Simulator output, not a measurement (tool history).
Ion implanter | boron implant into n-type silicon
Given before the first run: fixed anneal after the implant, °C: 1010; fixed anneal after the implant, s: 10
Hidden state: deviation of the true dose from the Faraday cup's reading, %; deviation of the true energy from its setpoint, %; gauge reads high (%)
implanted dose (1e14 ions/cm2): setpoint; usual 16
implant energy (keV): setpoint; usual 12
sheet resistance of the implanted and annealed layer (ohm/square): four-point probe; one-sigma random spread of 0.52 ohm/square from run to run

run	day	implanted dose (1e14 ions/cm2)	implant energy (keV)	wafers since the last listed run	hours since the last dose calibration	hours since the extraction supply was calibrated	hours since the gauge calibration	read-back reference wafer on the same gauge, sheet resistance	sheet resistance of the implanted and annealed layer (ohm/square)
1	0	16	12	0	196.1	1278.8	786.9	109.09	99.19
2	3.95	16	12	1204	290.9	1373.6	881.7	108.66	99.67
3	8.038	16	12	1246	389	1471.7	979.8	108.41	99.03
# day 9.221: gauge calibrated
4	10.896	16	12	871	457.6	1540.3	40.2	112.19	101.46
5	13.179	19.47	13	696	512.4	1595.1	95	112.02	92.26
6	16.408	19.47	13	984	589.9	1672.6	172.5	111.86	91.83
7	29.779	16	9.5	4076	910.8	1993.5	493.4	110.73	111.16
8	32.712	16	9.5	894	981.2	2063.9	563.8	110.42	111.87
9	36.225	16	9.5	1070	1065.5	2148.2	648.1	110.2	111.15
10	39.329	16	12	946	1140	2222.7	722.6	109.93	99.72
11	43.788	11.94	10	1359	1247	2329.7	829.6	109.48	120.63
12	54.467	16	12	3255	1503.3	2586	1085.9	108.74	99.82
# day 56.246: extraction supply calibrated
13	56.417	16	12	492	1550.1	4.1	1132.7	108.49	99.24
# day 57.121: gauge calibrated
14	58.65	16	14	680	1603.7	57.7	36.7	112.75	97.5
# day 60.354: Faraday cup replaced and dose calibrated
15	63.046	19.85	16	1238	64.6	163.2	142.2	112.38	84.14
16	69.179	16	15	1869	211.8	310.4	289.4	111.87	93.64
17	73.625	18.89	12	1355	318.5	417.1	396.1	111.65	95.63
18	77.412	17.43	9.5	1154	409.4	508	487	111.09	109.9

Here are 4 independent what-if runs from the current tool condition. What would each one return?
A	77.429	16	12	5	409.8	508.4	487.4	?	?
B	77.429	11.51	12	5	409.8	508.4	487.4	?	?
C	77.429	17.2	12	5	409.8	508.4	487.4	?	?
D	77.429	14.79	12	5	409.8	508.4	487.4	?	?

run	read-back reference wafer on the same gauge, sheet resistance	sheet resistance of the implanted and annealed layer (ohm/square)
A	111.28	101.45
B	111.28	119.43
C	111.28	98.74
D	111.28	104.84
Without the tool's hidden state the same runs would have given:
run	sheet resistance of the implanted and annealed layer (ohm/square)
A	102.17
B	120.27
C	99.43
D	105.58

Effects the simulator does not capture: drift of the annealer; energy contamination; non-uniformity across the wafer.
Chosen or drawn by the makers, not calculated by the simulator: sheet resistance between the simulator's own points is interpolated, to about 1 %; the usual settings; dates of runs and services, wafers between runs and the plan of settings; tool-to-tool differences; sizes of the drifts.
